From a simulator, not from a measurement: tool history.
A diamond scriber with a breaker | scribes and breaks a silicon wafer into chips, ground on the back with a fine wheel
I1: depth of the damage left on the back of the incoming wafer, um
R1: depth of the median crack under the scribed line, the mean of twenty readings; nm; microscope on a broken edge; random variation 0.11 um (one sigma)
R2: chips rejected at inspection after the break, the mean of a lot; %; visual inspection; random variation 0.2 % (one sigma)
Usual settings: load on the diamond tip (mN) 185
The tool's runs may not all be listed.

run 1 hour=0.0 | load_on_the_diamond_tip_(mN)=217 | I1=2.34 | R1=7770 R2=4.57
run 2 hour=32.6 | load_on_the_diamond_tip_(mN)=217 | I1=1.61 | R1=7680 R2=3.36
run 3 hour=54.0 | load_on_the_diamond_tip_(mN)=217 | I1=2.01 | R1=7820 R2=3.94
run 4 hour=82.4 | load_on_the_diamond_tip_(mN)=185 | I1=1.60 | R1=6880 R2=8.31
run 5 hour=107.2 | load_on_the_diamond_tip_(mN)=185 | I1=1.69 | R1=6830 R2=9.45
run 6 hour=134.1 | load_on_the_diamond_tip_(mN)=185 | I1=2.64 | R1=6930 R2=12.51
run 7 hour=153.6 | load_on_the_diamond_tip_(mN)=185 | I1=2.89 | R1=6810 R2=14.84
run 8 hour=188.0 | load_on_the_diamond_tip_(mN)=185 | I1=2.80 | R1=6940 R2=11.73
run 9 hour=217.5 | load_on_the_diamond_tip_(mN)=224 | I1=2.10 | R1=7810 R2=3.79
run 10 hour=241.1 | load_on_the_diamond_tip_(mN)=224 | I1=1.65 | R1=7840 R2=3.37
-- hour=251.0 load on the tip recalibrated
-- hour=257.0 diamond tip replaced by a new one
run 11 hour=264.2 | load_on_the_diamond_tip_(mN)=220 | I1=2.68 | R1=9290 R2=5.41
run 12 hour=298.1 | load_on_the_diamond_tip_(mN)=217 | I1=1.84 | R1=9210 R2=3.12
run 13 hour=315.1 | load_on_the_diamond_tip_(mN)=185 | I1=1.61 | R1=8100 R2=2.77
run 14 hour=330.5 | load_on_the_diamond_tip_(mN)=202 | I1=1.95 | R1=8420 R2=2.69
run 15 hour=411.5 | load_on_the_diamond_tip_(mN)=185 | I1=1.52 | R1=7640 R2=4.01
run 16 hour=435.3 | load_on_the_diamond_tip_(mN)=202 | I1=2.47 | R1=8190 R2=4.53
run 17 hour=447.7 | load_on_the_diamond_tip_(mN)=148 | I1=2.40 | R1=6500 R2=15.32
run 18 hour=466.8 | load_on_the_diamond_tip_(mN)=137 | I1=2.78 | R1=6020 R2=23.51
run 19 hour=491.8 | load_on_the_diamond_tip_(mN)=238 | I1=1.65 | R1=8880 R2=3.25
run 20 hour=519.5 | load_on_the_diamond_tip_(mN)=237 | I1=2.40 | R1=8860 R2=3.91

5 ways to go on from here, each from the tool as it stands after run 20. What would each give?
run A hour=520.0 | load_on_the_diamond_tip_(mN)=185 | I1=2.62 | R1=? R2=?
run B hour=520.0 | load_on_the_diamond_tip_(mN)=225 | I1=2.62 | R1=? R2=?
run C hour=520.0 | load_on_the_diamond_tip_(mN)=145 | I1=2.62 | R1=? R2=?
run D hour=520.0 | load_on_the_diamond_tip_(mN)=236 | I1=2.62 | R1=? R2=?
run E hour=520.0 | load_on_the_diamond_tip_(mN)=154 | I1=2.62 | R1=? R2=?

run=A R1=7460 R2=7.02
run=B R1=8550 R2=3.68
run=C R1=6290 R2=18.92
run=D R1=8840 R2=3.78
run=E R1=6560 R2=15.29
Without the tool's hidden state the same runs would have given:
run=A R1=8460 R2=3.72
run=B R1=9700 R2=5.94
run=C R1=7130 R2=9.42
run=D R1=10020 R2=7.34
run=E R1=7440 R2=7.16
